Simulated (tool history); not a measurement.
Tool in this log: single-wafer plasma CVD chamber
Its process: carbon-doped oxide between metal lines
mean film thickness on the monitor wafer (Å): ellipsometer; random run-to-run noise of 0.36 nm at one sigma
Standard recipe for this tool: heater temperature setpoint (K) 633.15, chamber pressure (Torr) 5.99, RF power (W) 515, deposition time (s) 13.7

run     day  heater temperature setpoint (K)  chamber pressure (Torr)  RF power (W)  deposition time (s)  read-back reference wafer on the same gauge, thickness_nm  mean film thickness on the monitor wafer (Å)
  1       0                           633.15                     5.99           515                 13.7                                                     60.516                                        717.98
  2   2.967                           633.15                     5.99           515                 13.7                                                     60.666                                        722.95
  3   5.792                           633.15                     5.99           515                 13.7                                                     60.801                                        724.22
  4   8.425                           633.15                     5.99           515                 13.7                                                     61.164                                        722.26
  5   9.646                           633.15                     5.99           515                 13.7                                                     61.118                                         724.1
     10.142  -- RF generator calibrated
     11.312  -- thermocouple changed; heater temperature recalibrated
  6  12.279                           633.15                     5.99           515                 13.7                                                     61.351                                         732.1
  7  14.583                           633.15                     7.27           515                 13.7                                                     61.516                                        740.98
  8  17.358                           645.15                     6.75           570                 12.6                                                     61.776                                        723.35
     17.775  -- showerhead replaced
  9  18.388                           643.15                     4.83           515                 12.5                                                     61.898                                        646.05
 10  19.629                           643.15                     5.99           600                 15.3                                                     62.065                                        912.37
 11  20.629                           633.15                     5.99           515                 13.7                                                     62.082                                         741.2
 12  22.221                           642.15                     5.99           515                 13.7                                                     62.199                                        725.36
 13  24.358                           627.15                     6.64           540                 12.1                                                     62.598                                        703.54
 14  26.379                           640.15                     5.99           515                 13.7                                                     62.813                                        733.41
     27.675  -- gauge calibrated
       28.9  -- capacitance manometer re-zeroed and calibrated
 15  30.821                           633.15                     5.45           515                 13.7                                                     60.428                                        711.83
 16  33.425                           633.15                     5.99           465                 13.7                                                     60.527                                        659.29
 17  35.738                           621.15                     4.86           565                   12                                                     60.492                                        685.12
 18  37.558                           633.15                     4.66           485                 13.7                                                     60.502                                        673.37
 19  40.296                           633.15                     5.99           515                 13.7                                                      60.54                                        721.83
 20  42.121                           648.15                     7.42           515                 13.7                                                     60.637                                        708.05
 21  43.662                           646.15                     5.99           515                 14.9                                                     60.783                                         759.3
 22  45.496                           633.15                     5.99           515                 13.7                                                     60.815                                         726.7
 23  47.662                           633.15                     5.99           515                 14.7                                                     60.845                                        779.99
 24  48.675                           648.15                     5.99           515                 12.2                                                     60.849                                        628.87
 25  50.233                           633.15                     5.99           515                 14.8                                                     60.994                                        783.17
 26  51.592                           642.15                     5.99           605                 15.8                                                     61.141                                        936.12
 27  53.233                           638.15                     5.39           615                 12.8                                                     61.204                                        768.03

Each row is a separate what-if for the run after 27, all from the same tool condition, not one after another. Results?
  A  53.25                           633.15                     5.99           480                 13.7                                                          ?                                             ?
  B  53.25                           633.15                     5.99           610                 15.1                                                          ?                                             ?
  C  53.25                           623.15                     6.47           515                 13.7                                                          ?                                             ?
  D  53.25                           640.15                     4.94           600                 12.3                                                          ?                                             ?
  E  53.25                           623.15                     4.73           515                 13.7                                                          ?                                             ?

run  read-back reference wafer on the same gauge, thickness_nm  mean film thickness on the monitor wafer (Å)
  A                                                     61.249                                        685.03
  B                                                     61.249                                        914.11
  C                                                     61.249                                        749.06
  D                                                     61.249                                        714.14
  E                                                     61.249                                        728.14
Stripped of hidden state, with their random variation kept, the same runs would have yielded:
run  mean film thickness on the monitor wafer (Å)
  A                                        671.76
  B                                        896.41
  C                                        734.56
  D                                        700.32
  E                                        714.04
